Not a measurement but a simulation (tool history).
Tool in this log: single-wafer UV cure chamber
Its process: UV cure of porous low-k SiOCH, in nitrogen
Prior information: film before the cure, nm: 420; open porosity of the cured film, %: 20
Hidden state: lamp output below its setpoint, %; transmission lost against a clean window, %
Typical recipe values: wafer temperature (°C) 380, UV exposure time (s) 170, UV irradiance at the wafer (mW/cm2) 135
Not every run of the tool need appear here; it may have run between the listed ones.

| run | hour | wafer temperature (°C) | UV exposure time (s) | UV irradiance at the wafer (mW/cm2) | wafers since the last listed run | hours since the UV bulbs were replaced | wafers since the quartz window was cleaned | loss of film thickness in the cure (%) |
|---|---|---|---|---|---|---|---|---|
| 1 | 0.0 | 380 | 170 | 135 | 0 | 2880.9 | 2062 | 9.307 |
| 2 | 11.1 | 380 | 170 | 135 | 35 | 2892.0 | 2098 | 9.316 |
| 3 | 27.0 | 380 | 95 | 135 | 50 | 2907.9 | 2148 | 6.996 |
| 4 | 43.8 | 380 | 95 | 135 | 53 | 2924.7 | 2201 | 7.031 |
| 5 | 61.0 | 380 | 95 | 135 | 54 | 2941.9 | 2255 | 7.060 |
| 6 | 78.1 | 380 | 170 | 135 | 54 | 2959.0 | 2309 | 9.521 |
| 7 | 91.6 | 380 | 170 | 135 | 42 | 2972.5 | 2352 | 9.438 |
| 8 | 111.7 | 380 | 170 | 135 | 63 | 2992.6 | 2415 | 9.333 |
| 9 | 123.5 | 380 | 170 | 135 | 37 | 3004.4 | 2453 | 9.512 |
| 10 | 136.8 | 380 | 170 | 135 | 42 | 3017.7 | 2495 | 9.357 |
| 11 | 148.2 | 380 | 170 | 104 | 36 | 3029.1 | 2531 | 8.383 |
| 12 | 165.0 | 380 | 170 | 104 | 53 | 3045.9 | 2584 | 8.309 |
| 13 | 180.3 | 380 | 170 | 104 | 48 | 3061.2 | 2632 | 8.291 |
| 14 | 212.7 | 380 | 100 | 135 | 102 | 3093.6 | 2735 | 7.221 |
|  | 229.8 | UV bulbs replaced |
| 15 | 230.3 | 380 | 120 | 119 | 30 | 0.5 | 2765 | 7.419 |
| 16 | 239.9 | 361 | 130 | 135 | 30 | 10.1 | 2795 | 7.945 |
|  | 254.0 | quartz window cleaned |
| 17 | 267.5 | 371 | 125 | 106 | 61 | 37.7 | 42 | 7.788 |
| 18 | 285.3 | 367 | 205 | 135 | 56 | 55.5 | 98 | 10.523 |
| 19 | 291.4 | 380 | 170 | 135 | 19 | 61.6 | 118 | 10.078 |
| 20 | 313.9 | 380 | 230 | 163 | 71 | 84.1 | 189 | 12.096 |
| 21 | 321.6 | 399 | 220 | 154 | 24 | 91.8 | 213 | 12.131 |
| 22 | 337.3 | 390 | 270 | 156 | 49 | 107.5 | 263 | 12.709 |
| 23 | 345.1 | 380 | 170 | 135 | 24 | 115.3 | 287 | 9.940 |
| 24 | 351.6 | 388 | 115 | 135 | 20 | 121.8 | 308 | 8.561 |
| 25 | 363.4 | 397 | 90 | 173 | 37 | 133.6 | 345 | 8.604 |

Run 26 is up next; what results do you expect?
| 26 | 376.5 | 380 | 170 | 135 | 41 | 146.7 | 386 | ? |

loss of film thickness in the cure (%): 9.816
Were there no unlogged condition in the tool, this run, its random variation unchanged, would have produced loss of film thickness in the cure (%) 10.272.
